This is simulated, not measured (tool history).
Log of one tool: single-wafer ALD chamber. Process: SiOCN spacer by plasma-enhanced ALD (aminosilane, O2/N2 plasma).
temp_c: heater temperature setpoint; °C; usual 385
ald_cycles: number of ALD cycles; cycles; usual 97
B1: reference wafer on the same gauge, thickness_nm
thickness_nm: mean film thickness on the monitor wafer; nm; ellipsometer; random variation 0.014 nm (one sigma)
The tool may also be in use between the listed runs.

{"run": 1, "hour": 0.0, "temp_c": 385, "ald_cycles": 97, "B1": 6.796, "thickness_nm": 5.793}
{"run": 2, "hour": 17.9, "temp_c": 380, "ald_cycles": 97, "B1": 6.799, "thickness_nm": 5.79}
{"run": 3, "hour": 46.3, "temp_c": 380, "ald_cycles": 97, "B1": 6.796, "thickness_nm": 5.784}
{"run": 4, "hour": 73.3, "temp_c": 396, "ald_cycles": 82, "B1": 6.799, "thickness_nm": 4.896}
{"run": 5, "hour": 108.9, "temp_c": 396, "ald_cycles": 82, "B1": 6.8, "thickness_nm": 4.895}
{"run": 6, "hour": 133.1, "temp_c": 396, "ald_cycles": 82, "B1": 6.796, "thickness_nm": 4.895}
{"run": 7, "hour": 167.7, "temp_c": 385, "ald_cycles": 88, "B1": 6.801, "thickness_nm": 5.249}
{"run": 8, "hour": 185.0, "temp_c": 385, "ald_cycles": 88, "B1": 6.802, "thickness_nm": 5.251}
{"run": 9, "hour": 198.4, "temp_c": 385, "ald_cycles": 88, "B1": 6.794, "thickness_nm": 5.225}
{"run": 10, "hour": 229.5, "temp_c": 385, "ald_cycles": 97, "B1": 6.804, "thickness_nm": 5.807}
{"run": 11, "hour": 242.6, "temp_c": 385, "ald_cycles": 97, "B1": 6.801, "thickness_nm": 5.784}
{"run": 12, "hour": 254.7, "temp_c": 385, "ald_cycles": 97, "B1": 6.798, "thickness_nm": 5.807}
{"run": 13, "hour": 281.8, "temp_c": 385, "ald_cycles": 97, "B1": 6.799, "thickness_nm": 5.789}
{"run": 14, "hour": 308.4, "temp_c": 385, "ald_cycles": 97, "B1": 6.801, "thickness_nm": 5.781}
{"run": 15, "hour": 331.4, "temp_c": 392, "ald_cycles": 101, "B1": 6.8, "thickness_nm": 6.027}
{"run": 16, "hour": 356.2, "temp_c": 396, "ald_cycles": 85, "B1": 6.803, "thickness_nm": 5.079}
{"run": 17, "hour": 383.6, "temp_c": 370, "ald_cycles": 97, "B1": 6.8, "thickness_nm": 5.804}
{"run": 18, "hour": 414.2, "temp_c": 391, "ald_cycles": 112, "B1": 6.796, "thickness_nm": 6.685}
{"run": 19, "hour": 440.7, "temp_c": 375, "ald_cycles": 104, "B1": 6.803, "thickness_nm": 6.228}
{"run": 20, "hour": 460.0, "temp_c": 399, "ald_cycles": 97, "B1": 6.806, "thickness_nm": 5.765}
{"run": 21, "hour": 472.9, "temp_c": 400, "ald_cycles": 86, "B1": 6.798, "thickness_nm": 5.104}
{"run": 22, "hour": 503.5, "temp_c": 385, "ald_cycles": 88, "B1": 6.795, "thickness_nm": 5.264}
{"run": 23, "hour": 526.1, "temp_c": 385, "ald_cycles": 97, "B1": 6.799, "thickness_nm": 5.799}
{"run": 24, "hour": 558.4, "temp_c": 397, "ald_cycles": 104, "B1": 6.8, "thickness_nm": 6.201}
{"run": 25, "hour": 589.1, "temp_c": 372, "ald_cycles": 97, "B1": 6.801, "thickness_nm": 5.776}
{"run": 26, "hour": 610.5, "temp_c": 385, "ald_cycles": 92, "B1": 6.798, "thickness_nm": 5.523}
{"run": 27, "hour": 642.6, "temp_c": 398, "ald_cycles": 82, "B1": 6.799, "thickness_nm": 4.885}
{"run": 28, "hour": 687.2, "temp_c": 385, "ald_cycles": 97, "B1": 6.807, "thickness_nm": 5.797}
{"run": 29, "hour": 715.0, "temp_c": 394, "ald_cycles": 86, "B1": 6.801, "thickness_nm": 5.146}
{"run": 30, "hour": 746.8, "temp_c": 385, "ald_cycles": 97, "B1": 6.796, "thickness_nm": 5.779}
{"run": 31, "hour": 762.0, "temp_c": 377, "ald_cycles": 103, "B1": 6.805, "thickness_nm": 6.125}

Not shown: 2 entries that the log had between the listed runs. Between which runs, and how does the tool's hidden state differ before and after?
Between runs 11 and 12: thermocouple changed; heater temperature recalibrated (hour 251.2)
  no hidden state differs between the two runs
Between runs 23 and 24: gauge calibrated (hour 536.6)
  no hidden state differs between the two runs
